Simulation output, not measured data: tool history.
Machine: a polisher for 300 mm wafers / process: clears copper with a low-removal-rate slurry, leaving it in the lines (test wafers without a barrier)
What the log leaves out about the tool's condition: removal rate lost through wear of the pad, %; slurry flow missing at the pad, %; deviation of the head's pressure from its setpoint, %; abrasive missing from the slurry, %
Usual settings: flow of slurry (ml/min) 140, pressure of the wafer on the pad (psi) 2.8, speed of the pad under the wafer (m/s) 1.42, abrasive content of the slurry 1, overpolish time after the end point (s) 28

run    hour  flow of slurry (ml/min)  pressure of the wafer on the pad (psi)  speed of the pad under the wafer (m/s)  abrasive content of the slurry  overpolish time after the end point (s)  wafers since the last listed run  wafers polished on this pad  hours since the slurry nozzle was cleaned  hours since the head pressure was calibrated  hours since the slurry blender was calibrated  incoming thickness of the incoming film, nm  time until the end point was called (s)  dishing of a wide line in a test structure (Å)
  1       0                      140                                     2.8                                    1.42                               1                                       28                                 0                          862                                      299.3                                         250.9                                          318.5                                          592                                    123.1                                             689
  2    57.7                      140                                     2.8                                    1.42                               1                                       28                               302                         1164                                        357                                         308.6                                          376.2                                        578.2                                    120.3                                             688
  3   125.6                      140                                     2.8                                    1.42                               1                                       28                               355                         1520                                      424.9                                         376.5                                          444.1                                        575.9                                    123.5                                             700
      163.3  -- slurry blender recalibrated
  4   189.4                      140                                     2.8                                    1.42                               1                                       28                               323                         1843                                      488.7                                         440.3                                           26.1                                        583.4                                    124.2                                             677
      218.2  -- slurry nozzle cleaned
  5   276.8                      140                                     2.8                                    1.42                               1                                       28                               452                         2296                                       58.6                                         527.7                                          113.5                                        572.9                                    120.1                                             678
      314.7  -- worn pad replaced by a new one
  6   375.9                      140                                     2.8                                    1.42                               1                                       28                               497                          320                                      157.7                                         626.8                                          212.6                                        577.3                                      121                                             673
  7   477.8                      140                                     2.8                                    1.42                               1                                       28                               533                          853                                      259.6                                         728.7                                          314.5                                        575.9                                    121.9                                             674
  8   517.9                      150                                     2.8                                    1.42                               1                                       28                               209                         1063                                      299.7                                         768.8                                          354.6                                        580.6                                    122.1                                             685
      550.9  -- head pressure recalibrated
  9   621.1                      150                                     2.8                                    1.42                               1                                       28                               529                         1593                                      402.9                                          70.2                                          457.8                                          584                                    120.2                                             683
 10   667.4                      140                                     2.8                                    1.42                               1                                       28                               242                         1836                                      449.2                                         116.5                                          504.1                                        571.9                                    121.1                                             652
      730.3  -- slurry blender recalibrated
 11   730.8                      140                                     3.6                                     1.1                               1                                       28                               321                         2157                                      512.6                                         179.9                                            0.5                                        582.7                                    120.6                                             691
      743.9  -- slurry nozzle cleaned
 12   803.6                      140                                     2.8                                    1.42                            1.15                                       28                               375                         2533                                       59.7                                         252.7                                           73.3                                        579.5                                    115.5                                             689
 13   851.4                      140                                     2.8                                    1.42                               1                                       28                               250                         2784                                      107.5                                         300.5                                          121.1                                        571.2                                    119.2                                             688
      887.4  -- worn pad replaced by a new one
 14   914.5                      160                                     2.8                                    1.42                             1.1                                       28                               309                          141                                      170.6                                         363.6                                          184.2                                        573.1                                    118.2                                             677
 15   987.6                      140                                     2.8                                    1.42                            1.15                                       28                               382                          524                                      243.7                                         436.7                                          257.3                                        585.6                                    119.1                                             668
 16  1074.3                      140                                     3.6                                    1.42                               1                                       28                               453                          978                                      330.4                                         523.4                                            344                                        578.2                                     95.3                                             846
 17  1159.5                      140                                     2.8                                    1.42                               1                                       12                               446                         1424                                      415.6                                         608.6                                          429.2                                        573.3                                      123                                             352
     1210.6  -- slurry nozzle cleaned
 18  1264.6                      140                                     2.3                                    1.42                               1                                       11                               545                         1969                                         54                                         713.7                                          534.3                                        568.2                                    143.1                                             287
       1297  -- slurry blender recalibrated
 19  1350.3                      140                                     2.8                                    1.42                               1                                       28                               438                         2408                                      139.7                                         799.4                                           53.3                                        587.2                                    123.5                                             679
     1399.3  -- head pressure recalibrated
     1445.2  -- worn pad replaced by a new one
 20  1445.7                      110                                     2.8                                    1.42                               1                                       28                               468                            2                                      235.1                                          46.4                                          148.7                                        588.3                                    128.5                                             629
 21  1479.2                      140                                     2.8                                    1.42                               1                                       28                               175                          177                                      268.6                                          79.9                                          182.2                                        573.7                                    119.4                                             697
 22  1515.2                      170                                     3.1                                    1.42                               1                                       22                               188                          366                                      304.6                                         115.9                                          218.2                                        587.8                                    106.5                                             649
 23  1578.6                      140                                     2.8                                    1.42                               1                                       28                               331                          698                                        368                                         179.3                                          281.6                                        584.8                                    121.8                                             699
 24  1684.6                      180                                     2.8                                    1.06                               1                                       28                               555                         1253                                        474                                         285.3                                          387.6                                        574.6                                    153.3                                             558
 25  1726.9                      140                                     2.8                                    0.98                               1                                       28                               221                         1474                                      516.3                                         327.6                                          429.9                                        571.2                                    175.8                                             528
     1744.5  -- slurry blender recalibrated
     1763.2  -- slurry nozzle cleaned
 26  1768.4                      140                                     3.8                                    1.42                               1                                       28                               201                         1676                                        5.2                                         369.1                                           23.9                                        580.4                                     91.2                                             831
 27  1869.6                      140                                     2.8                                    1.42                               1                                       28                               529                         2206                                      106.4                                         470.3                                          125.1                                        585.7                                    124.2                                             679
 28  1945.8                      140                                     2.8                                    1.42                               1                                       28                               399                         2605                                      182.6                                         546.5                                          201.3                                        577.5                                    119.1                                             683
     1975.7  -- worn pad replaced by a new one
 29  1990.3                       95                                     2.1                                    1.86                               1                                       42                               212                           76                                      227.1                                           591                                          245.8                                        581.4                                    135.2                                             766

Hidden condition of the tool, last listed run before each entry between runs versus first listed run after:
From run 3 to run 4: slurry blender recalibrated (hour 163.3)
  the hidden state is the same at both runs
From run 4 to run 5: slurry nozzle cleaned (hour 218.2)
  the hidden state is the same at both runs
From run 5 to run 6: worn pad replaced by a new one (hour 314.7)
  the hidden state is the same at both runs
From run 8 to run 9: head pressure recalibrated (hour 550.9)
  the hidden state is the same at both runs
From run 10 to run 11: slurry blender recalibrated (hour 730.3)
  the hidden state is the same at both runs
From run 11 to run 12: slurry nozzle cleaned (hour 743.9)
  the hidden state is the same at both runs
From run 13 to run 14: worn pad replaced by a new one (hour 887.4)
  the hidden state is the same at both runs
From run 17 to run 18: slurry nozzle cleaned (hour 1210.6)
  the hidden state is the same at both runs
From run 18 to run 19: slurry blender recalibrated (hour 1297)
  the hidden state is the same at both runs
From run 19 to run 20: head pressure recalibrated (hour 1399.3); worn pad replaced by a new one (hour 1445.2)
  the hidden state is the same at both runs
From run 25 to run 26: slurry blender recalibrated (hour 1744.5); slurry nozzle cleaned (hour 1763.2)
  the hidden state is the same at both runs
From run 28 to run 29: worn pad replaced by a new one (hour 1975.7)
  the hidden state is the same at both runs
